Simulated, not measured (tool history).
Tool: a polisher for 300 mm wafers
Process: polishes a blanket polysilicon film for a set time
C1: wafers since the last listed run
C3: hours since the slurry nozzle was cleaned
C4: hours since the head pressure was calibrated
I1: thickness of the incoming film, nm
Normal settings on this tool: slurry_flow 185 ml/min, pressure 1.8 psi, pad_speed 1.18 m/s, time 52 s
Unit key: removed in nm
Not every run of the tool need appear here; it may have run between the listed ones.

{"run": 1, "hour": 0.0, "slurry_flow": 185, "pressure": 1.8, "pad_speed": 1.18, "time": 52, "C1": 0, "wafers polished on this pad": 3, "C3": 358.3, "C4": 298.6, "I1": 1438.3, "removed": 311.7}
{"run": 2, "hour": 22.0, "slurry_flow": 185, "pressure": 1.8, "pad_speed": 1.18, "time": 52, "C1": 132, "wafers polished on this pad": 135, "C3": 380.3, "C4": 320.6, "I1": 1417.4, "removed": 308.4}
{"run": 3, "hour": 37.0, "slurry_flow": 185, "pressure": 1.8, "pad_speed": 1.18, "time": 52, "C1": 90, "wafers polished on this pad": 225, "C3": 395.3, "C4": 335.6, "I1": 1407.6, "removed": 298.9}
{"run": 4, "hour": 65.9, "slurry_flow": 185, "pressure": 1.8, "pad_speed": 1.18, "time": 52, "C1": 173, "wafers polished on this pad": 399, "C3": 424.2, "C4": 364.5, "I1": 1408, "removed": 294.2}
{"run": 5, "hour": 86.7, "slurry_flow": 185, "pressure": 1.8, "pad_speed": 1.18, "time": 52, "C1": 125, "wafers polished on this pad": 524, "C3": 445, "C4": 385.3, "I1": 1420.8, "removed": 289}
{"run": 6, "hour": 120.8, "slurry_flow": 205, "pressure": 1.4, "pad_speed": 1.18, "time": 52, "C1": 205, "wafers polished on this pad": 729, "C3": 479.1, "C4": 419.4, "I1": 1394.2, "removed": 221.9}
{"run": 7, "hour": 155.5, "slurry_flow": 205, "pressure": 1.4, "pad_speed": 1.18, "time": 52, "C1": 208, "wafers polished on this pad": 938, "C3": 513.8, "C4": 454.1, "I1": 1426.2, "removed": 221.7}
{"run": 8, "hour": 175.7, "slurry_flow": 205, "pressure": 1.8, "pad_speed": 0.98, "time": 52, "C1": 121, "wafers polished on this pad": 1059, "C3": 534, "C4": 474.3, "I1": 1423.9, "removed": 242.2}
{"run": 9, "hour": 190.5, "slurry_flow": 185, "pressure": 1.8, "pad_speed": 1.18, "time": 52, "C1": 89, "wafers polished on this pad": 1148, "C3": 548.8, "C4": 489.1, "I1": 1433.7, "removed": 281.4}
{"run": 10, "hour": 222.8, "slurry_flow": 185, "pressure": 1.8, "pad_speed": 1.18, "time": 52, "C1": 194, "wafers polished on this pad": 1343, "C3": 581.1, "C4": 521.4, "I1": 1417.8, "removed": 284.4}
{"run": 11, "hour": 236.6, "slurry_flow": 185, "pressure": 1.8, "pad_speed": 1.18, "time": 52, "C1": 82, "wafers polished on this pad": 1426, "C3": 594.9, "C4": 535.2, "I1": 1421.4, "removed": 283.9}
{"hour": 240.8, "done": "worn pad replaced by a new one"}
{"run": 12, "hour": 261.1, "slurry_flow": 185, "pressure": 1.8, "pad_speed": 1.18, "time": 52, "C1": 123, "wafers polished on this pad": 122, "C3": 619.4, "C4": 559.7, "I1": 1421.5, "removed": 310.1}
{"run": 13, "hour": 279.0, "slurry_flow": 185, "pressure": 1.8, "pad_speed": 1.18, "time": 52, "C1": 107, "wafers polished on this pad": 229, "C3": 637.3, "C4": 577.6, "I1": 1418.4, "removed": 305.6}
{"run": 14, "hour": 297.1, "slurry_flow": 185, "pressure": 1.8, "pad_speed": 1.18, "time": 52, "C1": 108, "wafers polished on this pad": 338, "C3": 655.4, "C4": 595.7, "I1": 1435.2, "removed": 296.4}
{"run": 15, "hour": 330.8, "slurry_flow": 185, "pressure": 1.8, "pad_speed": 1.18, "time": 52, "C1": 202, "wafers polished on this pad": 541, "C3": 689.1, "C4": 629.4, "I1": 1394.2, "removed": 290.6}
{"run": 16, "hour": 346.7, "slurry_flow": 185, "pressure": 1.8, "pad_speed": 1.18, "time": 52, "C1": 95, "wafers polished on this pad": 636, "C3": 705, "C4": 645.3, "I1": 1451, "removed": 295.1}
{"run": 17, "hour": 373.4, "slurry_flow": 185, "pressure": 1.8, "pad_speed": 1.18, "time": 52, "C1": 160, "wafers polished on this pad": 797, "C3": 731.7, "C4": 672, "I1": 1440.5, "removed": 285.1}
{"run": 18, "hour": 394.7, "slurry_flow": 185, "pressure": 1.8, "pad_speed": 1.18, "time": 35, "C1": 128, "wafers polished on this pad": 925, "C3": 753, "C4": 693.3, "I1": 1392.8, "removed": 193.1}
{"run": 19, "hour": 410.5, "slurry_flow": 185, "pressure": 1.8, "pad_speed": 1.18, "time": 52, "C1": 95, "wafers polished on this pad": 1020, "C3": 768.8, "C4": 709.1, "I1": 1413.5, "removed": 283.5}
{"run": 20, "hour": 430.2, "slurry_flow": 185, "pressure": 2.1, "pad_speed": 1.04, "time": 61, "C1": 118, "wafers polished on this pad": 1139, "C3": 788.5, "C4": 728.8, "I1": 1409.1, "removed": 350.5}
{"run": 21, "hour": 452.5, "slurry_flow": 185, "pressure": 2, "pad_speed": 1.18, "time": 52, "C1": 134, "wafers polished on this pad": 1273, "C3": 810.8, "C4": 751.1, "I1": 1407.9, "removed": 317.4}
{"hour": 468.8, "done": "head pressure recalibrated"}
{"run": 22, "hour": 477.8, "slurry_flow": 185, "pressure": 1.6, "pad_speed": 1.18, "time": 34, "C1": 140, "wafers polished on this pad": 1413, "C3": 836.1, "C4": 9, "I1": 1433.6, "removed": 165.9}
{"run": 23, "hour": 492.8, "slurry_flow": 205, "pressure": 2.1, "pad_speed": 1.18, "time": 52, "C1": 90, "wafers polished on this pad": 1503, "C3": 851.1, "C4": 24, "I1": 1416.7, "removed": 338.2}
{"hour": 509.3, "done": "worn pad replaced by a new one"}
{"run": 24, "hour": 509.8, "slurry_flow": 185, "pressure": 1.2, "pad_speed": 1.44, "time": 52, "C1": 78, "wafers polished on this pad": 2, "C3": 868.1, "C4": 41, "I1": 1433.7, "removed": 247.9}
{"run": 25, "hour": 529.7, "slurry_flow": 215, "pressure": 1.8, "pad_speed": 1.18, "time": 52, "C1": 119, "wafers polished on this pad": 122, "C3": 888, "C4": 60.9, "I1": 1406.2, "removed": 313.8}
{"run": 26, "hour": 554.0, "slurry_flow": 185, "pressure": 1.8, "pad_speed": 1.18, "time": 52, "C1": 146, "wafers polished on this pad": 268, "C3": 912.3, "C4": 85.2, "I1": 1420.1, "removed": 301}
{"hour": 573.4, "done": "slurry nozzle cleaned"}
{"run": 27, "hour": 578.5, "slurry_flow": 185, "pressure": 1.8, "pad_speed": 1.58, "time": 52, "C1": 141, "wafers polished on this pad": 410, "C3": 5.1, "C4": 109.7, "I1": 1439.3, "removed": 381.1}
{"run": 28, "hour": 600.6, "slurry_flow": 185, "pressure": 1.8, "pad_speed": 1.18, "time": 52, "C1": 132, "wafers polished on this pad": 543, "C3": 27.2, "C4": 131.8, "I1": 1426.1, "removed": 289.6}
{"run": 29, "hour": 628.4, "slurry_flow": 140, "pressure": 1.6, "pad_speed": 1.18, "time": 52, "C1": 167, "wafers polished on this pad": 710, "C3": 55, "C4": 159.6, "I1": 1412.4, "removed": 243.6}
{"run": 30, "hour": 642.4, "slurry_flow": 205, "pressure": 1.4, "pad_speed": 1.42, "time": 52, "C1": 84, "wafers polished on this pad": 794, "C3": 69, "C4": 173.6, "I1": 1413.6, "removed": 265.9}
{"run": 31, "hour": 656.6, "slurry_flow": 185, "pressure": 1.8, "pad_speed": 1.18, "time": 52, "C1": 85, "wafers polished on this pad": 879, "C3": 83.2, "C4": 187.8, "I1": 1435.5, "removed": 283.1}
{"run": 32, "hour": 688.3, "slurry_flow": 185, "pressure": 1.8, "pad_speed": 1.54, "time": 52, "C1": 190, "wafers polished on this pad": 1070, "C3": 114.9, "C4": 219.5, "I1": 1430.5, "removed": 363.4}
{"run": 33, "hour": 715.5, "slurry_flow": 185, "pressure": 1.8, "pad_speed": 1.18, "time": 58, "C1": 163, "wafers polished on this pad": 1234, "C3": 142.1, "C4": 246.7, "I1": 1428.3, "removed": 313.8}
{"run": 34, "hour": 749.6, "slurry_flow": 185, "pressure": 1.4, "pad_speed": 1.06, "time": 63, "C1": 205, "wafers polished on this pad": 1439, "C3": 176.2, "C4": 280.8, "I1": 1438.5, "removed": 239}
{"hour": 782.9, "done": "worn pad replaced by a new one"}
{"run": 35, "hour": 785.5, "slurry_flow": 185, "pressure": 1.8, "pad_speed": 1.18, "time": 52, "C1": 191, "wafers polished on this pad": 15, "C3": 212.1, "C4": 316.7, "I1": 1426.3, "removed": 310.4}
{"run": 36, "hour": 799.9, "slurry_flow": 185, "pressure": 1.8, "pad_speed": 1.18, "time": 52, "C1": 86, "wafers polished on this pad": 102, "C3": 226.5, "C4": 331.1, "I1": 1423.2, "removed": 308.1}
{"run": 37, "hour": 896.8, "slurry_flow": 240, "pressure": 1.8, "pad_speed": 1.36, "time": 41, "C1": 582, "wafers polished on this pad": 685, "C3": 323.4, "C4": 428, "I1": 1414.1, "removed": 270.8}

Measured less the same run without the tool's hidden state. The same run-to-run variation is in both; the gauge's scatter may not be:
Hidden conditions of the tool in this case: removal rate lost through wear of the pad, %; slurry flow missing at the pad, %; deviation of the head's pressure from its setpoint, %.
run=1 removed=-5.9
run=2 removed=-13.4
run=3 removed=-17.2
run=4 removed=-23.2
run=5 removed=-26.2
run=6 removed=-23.2
run=7 removed=-25.4
run=8 removed=-28.7
run=9 removed=-34
run=10 removed=-35.5
run=11 removed=-35.8
run=12 removed=-9.3
run=13 removed=-14.2
run=14 removed=-17.8
run=15 removed=-23.1
run=16 removed=-25.6
run=17 removed=-27.3
run=18 removed=-19.5
run=19 removed=-29.5
run=20 removed=-37.6
run=21 removed=-35
run=22 removed=-18.7
run=23 removed=-38.5
run=24 removed=-4.4
run=25 removed=-12.7
run=26 removed=-18.8
run=27 removed=-30.3
run=28 removed=-26.5
run=29 removed=-25
run=30 removed=-28.5
run=31 removed=-31.5
run=32 removed=-42.8
run=33 removed=-38.2
run=34 removed=-29.9
run=35 removed=-5.4
run=36 removed=-10.5
run=37 removed=-26.5

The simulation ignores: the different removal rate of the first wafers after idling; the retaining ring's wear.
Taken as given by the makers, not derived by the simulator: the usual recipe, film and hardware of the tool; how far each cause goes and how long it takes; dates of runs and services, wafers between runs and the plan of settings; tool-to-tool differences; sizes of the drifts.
